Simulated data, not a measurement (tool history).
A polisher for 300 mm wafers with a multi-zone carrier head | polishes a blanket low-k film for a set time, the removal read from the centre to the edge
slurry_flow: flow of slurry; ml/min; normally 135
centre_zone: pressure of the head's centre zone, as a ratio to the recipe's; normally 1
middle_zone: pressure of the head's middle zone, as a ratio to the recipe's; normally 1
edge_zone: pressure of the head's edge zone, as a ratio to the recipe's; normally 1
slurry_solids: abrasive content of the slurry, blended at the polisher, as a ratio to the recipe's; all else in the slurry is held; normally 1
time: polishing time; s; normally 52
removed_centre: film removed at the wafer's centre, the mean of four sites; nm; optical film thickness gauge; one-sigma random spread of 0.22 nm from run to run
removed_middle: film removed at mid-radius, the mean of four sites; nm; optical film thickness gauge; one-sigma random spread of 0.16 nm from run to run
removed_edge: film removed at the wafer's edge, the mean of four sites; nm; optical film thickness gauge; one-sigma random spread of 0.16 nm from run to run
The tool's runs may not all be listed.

run,hour,slurry_flow,centre_zone,middle_zone,edge_zone,slurry_solids,time,"incoming thickness of the incoming film, nm",removed_centre,removed_middle,removed_edge
1,0,135,1,1,1,1,52,574.4,18.5,19.1,18.6
2,46.4,135,1,1,1,1,52,581.4,18.5,19,18.4
3,80.4,135,1,1,1,1,52,581.5,18.4,18.8,18.5
4,131.6,135,1,1,1,1,52,576,18.4,18.5,18.2
# hour 132.9: slurry nozzle cleaned
# hour 134.8: centre zone pressure recalibrated
5,189.4,135,1,1,1,1,52,574,17.6,18.4,17.7
# hour 197.5: worn pad replaced by a new one
6,356.9,135,1,1,1,1,52,577.3,18.7,18.7,18.2
# hour 378.4: carrier head's membrane replaced by a new one
7,404,135,1,0.96,1,1,52,582.7,18.2,17.9,18.2
8,435.4,135,1,1,1.09,1,52,589.4,17.8,18.5,19
# hour 449.9: worn pad replaced by a new one
9,477.1,135,1,1,1,1,52,578.6,18.7,19.5,19.2
10,534.3,135,0.95,1,1,1,52,577.8,17.5,19.4,18.6
11,559.2,135,1.08,1,0.89,1,52,582.1,20.1,19,17.5
12,585.6,135,0.91,0.93,1,1,52,574.2,16.9,17.8,18.5
13,651.1,135,1,1,1,1,52,580.9,18.4,19,18.1
# hour 709.8: worn pad replaced by a new one
14,710.3,135,1,1.12,1,1,52,578.8,18.9,21.3,19
# hour 715.6: edge zone pressure recalibrated
15,732.9,160,1.09,1,1.08,1,42,573.9,17.5,16.2,16.3
16,774.3,135,1,1,1,1,52,572.3,18.8,19.1,18.8
17,827.6,160,0.95,1,1,1,52,572.8,18.4,19.7,19
18,880.7,165,1,0.91,1,1,37,591.2,13.5,12.9,13.5
# hour 889.2: slurry nozzle cleaned
19,942.1,135,1,1,1,1,52,584.3,18,18.4,18.1

The next listed run, before its measurement:
20,991.4,120,1,0.93,1,0.9,61,588.8,?,?,?

Run 20 came out at removed_centre 19.7 nm, removed_middle 18.7 nm, removed_edge 19.8 nm.
If the tool had no hidden condition, the same run with the same run-to-run variation would have returned removed_centre 21.2 nm, removed_middle 20.1 nm, removed_edge 21.3 nm.
